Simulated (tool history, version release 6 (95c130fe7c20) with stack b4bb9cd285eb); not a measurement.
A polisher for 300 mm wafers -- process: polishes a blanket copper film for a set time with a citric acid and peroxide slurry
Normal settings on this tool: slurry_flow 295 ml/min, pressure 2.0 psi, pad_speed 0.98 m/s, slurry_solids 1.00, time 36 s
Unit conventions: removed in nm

| run | day | slurry_flow | pressure | pad_speed | slurry_solids | time | incoming thickness of the incoming film, nm | removed |
|---|---|---|---|---|---|---|---|---|
| 1 | 0.000 | 295 | 2.3 | 0.98 | 1.00 | 36 | 539.0 | 49.0 |
| 2 | 1.388 | 295 | 2.3 | 0.98 | 1.00 | 36 | 529.4 | 47.4 |
| 3 | 4.567 | 295 | 2.0 | 0.98 | 1.00 | 36 | 551.5 | 40.1 |
| 4 | 5.779 | 295 | 2.0 | 0.98 | 1.00 | 36 | 533.3 | 40.1 |
| 5 | 7.162 | 295 | 2.0 | 0.98 | 1.00 | 39 | 541.6 | 42.9 |
| 6 | 7.683 | 295 | 2.5 | 0.98 | 1.00 | 36 | 539.1 | 48.8 |
|  | 8.179 | worn pad replaced by a new one |
| 7 | 8.204 | 295 | 2.0 | 0.98 | 1.00 | 36 | 532.7 | 39.5 |
| 8 | 8.917 | 295 | 2.0 | 0.98 | 1.00 | 36 | 544.4 | 39.6 |
| 9 | 9.475 | 295 | 2.0 | 0.98 | 1.00 | 36 | 545.4 | 39.9 |
|  | 10.442 | head pressure recalibrated |
| 10 | 10.550 | 295 | 2.0 | 1.16 | 1.00 | 36 | 535.5 | 44.7 |
| 11 | 11.108 | 295 | 2.0 | 1.16 | 1.00 | 36 | 530.1 | 44.4 |
| 12 | 12.104 | 295 | 2.4 | 0.70 | 1.00 | 36 | 531.4 | 35.1 |
| 13 | 12.750 | 235 | 2.0 | 0.98 | 1.20 | 36 | 539.7 | 41.0 |
| 14 | 13.467 | 295 | 2.6 | 0.64 | 0.90 | 46 | 538.9 | 42.7 |
|  | 14.029 | slurry nozzle cleaned |
| 15 | 14.442 | 295 | 2.0 | 0.88 | 1.15 | 36 | 541.0 | 37.0 |
| 16 | 15.442 | 295 | 2.0 | 0.98 | 0.85 | 36 | 536.0 | 36.5 |
| 17 | 16.288 | 295 | 2.0 | 0.74 | 1.00 | 41 | 535.9 | 35.0 |
|  | 16.883 | slurry blender recalibrated |
|  | 17.812 | worn pad replaced by a new one |
| 18 | 17.833 | 295 | 2.0 | 0.98 | 1.00 | 36 | 532.3 | 44.1 |
| 19 | 18.962 | 295 | 2.5 | 0.82 | 1.20 | 42 | 536.6 | 54.7 |
| 20 | 20.871 | 295 | 1.8 | 0.98 | 1.00 | 36 | 537.6 | 39.0 |
| 21 | 24.312 | 295 | 2.2 | 1.14 | 0.75 | 32 | 540.3 | 40.1 |
| 22 | 25.646 | 295 | 2.0 | 0.66 | 1.00 | 36 | 543.3 | 29.8 |
| 23 | 26.354 | 385 | 2.0 | 0.74 | 1.00 | 25 | 550.0 | 22.5 |
|  | 27.417 | worn pad replaced by a new one |
| 24 | 27.825 | 295 | 2.0 | 0.98 | 1.00 | 36 | 538.8 | 38.4 |
| 25 | 29.062 | 295 | 2.6 | 0.86 | 1.00 | 36 | 539.0 | 43.9 |
| 26 | 29.892 | 235 | 2.0 | 0.98 | 1.00 | 36 | 536.7 | 37.7 |
| 27 | 30.629 | 295 | 2.0 | 0.98 | 1.00 | 36 | 536.5 | 38.5 |
| 28 | 31.467 | 295 | 2.0 | 0.98 | 1.00 | 36 | 542.4 | 38.8 |
| 29 | 32.688 | 230 | 2.0 | 0.98 | 1.00 | 36 | 535.1 | 36.9 |
| 30 | 33.696 | 295 | 2.0 | 0.98 | 1.00 | 36 | 537.6 | 38.4 |
|  | 33.871 | slurry blender recalibrated |
| 31 | 34.596 | 295 | 2.0 | 0.98 | 1.00 | 45 | 535.9 | 57.0 |

What would each run have given without the hidden state, its run-to-run variation left as it was?
The hidden state here: removal rate lost through wear of the pad, %; slurry flow missing at the pad, %; deviation of the head's pressure from its setpoint, %; abrasive missing from the slurry, %.
| run | removed |
|---|---|
| 1 | 51.9 |
| 2 | 51.4 |
| 3 | 45.2 |
| 4 | 45.6 |
| 5 | 49.2 |
| 6 | 56.3 |
| 7 | 45.7 |
| 8 | 46.0 |
| 9 | 46.4 |
| 10 | 52.3 |
| 11 | 52.0 |
| 12 | 41.4 |
| 13 | 48.6 |
| 14 | 50.3 |
| 15 | 44.1 |
| 16 | 43.1 |
| 17 | 41.6 |
| 18 | 45.4 |
| 19 | 57.6 |
| 20 | 42.4 |
| 21 | 45.1 |
| 22 | 34.3 |
| 23 | 26.1 |
| 24 | 44.8 |
| 25 | 51.6 |
| 26 | 44.5 |
| 27 | 45.6 |
| 28 | 46.1 |
| 29 | 44.0 |
| 30 | 46.0 |
| 31 | 58.4 |
